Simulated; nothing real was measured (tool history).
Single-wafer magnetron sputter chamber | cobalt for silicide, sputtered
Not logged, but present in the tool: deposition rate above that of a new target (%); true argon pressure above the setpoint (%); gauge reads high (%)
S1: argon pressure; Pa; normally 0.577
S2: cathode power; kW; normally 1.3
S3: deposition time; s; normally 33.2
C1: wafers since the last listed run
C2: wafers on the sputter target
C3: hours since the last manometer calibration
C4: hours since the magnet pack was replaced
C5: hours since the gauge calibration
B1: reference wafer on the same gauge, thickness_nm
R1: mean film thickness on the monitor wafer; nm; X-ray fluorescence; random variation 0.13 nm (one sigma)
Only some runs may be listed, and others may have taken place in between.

{"run": 1, "hour": 0.0, "S1": 0.577, "S2": 1.3, "S3": 33.2, "C1": 0, "C2": 1470, "C3": 792.6, "C4": 6069.7, "C5": 1028.2, "B1": 22.187, "R1": 22.819}
{"run": 2, "hour": 105.8, "S1": 0.577, "S2": 1.3, "S3": 33.2, "C1": 2471, "C2": 3941, "C3": 898.4, "C4": 6175.5, "C5": 1134, "B1": 22.214, "R1": 22.257}
{"hour": 264.9, "done": "sputter target and shields replaced"}
{"run": 3, "hour": 265.8, "S1": 0.577, "S2": 1.3, "S3": 33.2, "C1": 3550, "C2": 21, "C3": 1058.4, "C4": 6335.5, "C5": 1294, "B1": 22.203, "R1": 22.704}
{"hour": 302.4, "done": "capacitance manometer re-zeroed and calibrated"}
{"run": 4, "hour": 352.9, "S1": 0.577, "S2": 1.3, "S3": 33.2, "C1": 1847, "C2": 1869, "C3": 50.5, "C4": 6422.6, "C5": 1381.1, "B1": 22.19, "R1": 22.726}
{"run": 5, "hour": 389.3, "S1": 0.577, "S2": 1.3, "S3": 33.2, "C1": 850, "C2": 2719, "C3": 86.9, "C4": 6459, "C5": 1417.5, "B1": 22.205, "R1": 22.363}
{"run": 6, "hour": 431.7, "S1": 0.577, "S2": 1.3, "S3": 33.2, "C1": 990, "C2": 3709, "C3": 129.3, "C4": 6501.4, "C5": 1459.9, "B1": 22.2, "R1": 22.349}
{"run": 7, "hour": 494.6, "S1": 0.577, "S2": 1.3, "S3": 33.2, "C1": 1469, "C2": 5179, "C3": 192.2, "C4": 6564.3, "C5": 1522.8, "B1": 22.216, "R1": 22.026}
{"run": 8, "hour": 559.4, "S1": 0.577, "S2": 1.3, "S3": 33.2, "C1": 1513, "C2": 6692, "C3": 257, "C4": 6629.1, "C5": 1587.6, "B1": 22.196, "R1": 21.686}
{"hour": 640.4, "done": "sputter target and shields replaced"}
{"run": 9, "hour": 641.3, "S1": 0.577, "S2": 1.3, "S3": 33.2, "C1": 1726, "C2": 20, "C3": 338.9, "C4": 6711, "C5": 1669.5, "B1": 22.213, "R1": 22.797}
{"run": 10, "hour": 707.5, "S1": 0.628, "S2": 1.3, "S3": 33.2, "C1": 1546, "C2": 1566, "C3": 405.1, "C4": 6777.2, "C5": 1735.7, "B1": 22.211, "R1": 22.163}
{"run": 11, "hour": 796.7, "S1": 0.628, "S2": 1.3, "S3": 33.2, "C1": 2083, "C2": 3650, "C3": 494.3, "C4": 6866.4, "C5": 1824.9, "B1": 22.233, "R1": 21.952}
{"run": 12, "hour": 874.3, "S1": 0.628, "S2": 1.3, "S3": 33.2, "C1": 1812, "C2": 5462, "C3": 571.9, "C4": 6944, "C5": 1902.5, "B1": 22.222, "R1": 21.7}
{"run": 13, "hour": 918.0, "S1": 0.728, "S2": 1.3, "S3": 39.7, "C1": 1020, "C2": 6483, "C3": 615.6, "C4": 6987.7, "C5": 1946.2, "B1": 22.19, "R1": 24.294}
{"hour": 1050.6, "done": "sputter target and shields replaced"}
{"run": 14, "hour": 1053.5, "S1": 0.577, "S2": 1.3, "S3": 33.2, "C1": 2978, "C2": 67, "C3": 751.1, "C4": 7123.2, "C5": 2081.7, "B1": 22.206, "R1": 22.781}
{"hour": 1069.1, "done": "gauge calibrated"}
{"run": 15, "hour": 1127.9, "S1": 0.373, "S2": 1.1, "S3": 28, "C1": 1737, "C2": 1805, "C3": 825.5, "C4": 7197.6, "C5": 58.8, "B1": 22.216, "R1": 18.136}
{"run": 16, "hour": 1205.1, "S1": 0.577, "S2": 1.3, "S3": 33.2, "C1": 1803, "C2": 3608, "C3": 902.7, "C4": 7274.8, "C5": 136, "B1": 22.174, "R1": 22.363}

Predict the results of run 17:
{"hour": 1218.9, "done": "magnet pack replaced"}
{"run": 17, "hour": 1245.2, "S1": 0.443, "S2": 1.2, "S3": 28.3, "C1": 749, "C2": 4358, "C3": 942.8, "C4": 26.3, "C5": 176.1, "B1": "?", "R1": "?"}

B1: 22.196
R1: 19.006 nm
Without the tool's hidden state the same run would have given R1 19.353 nm.
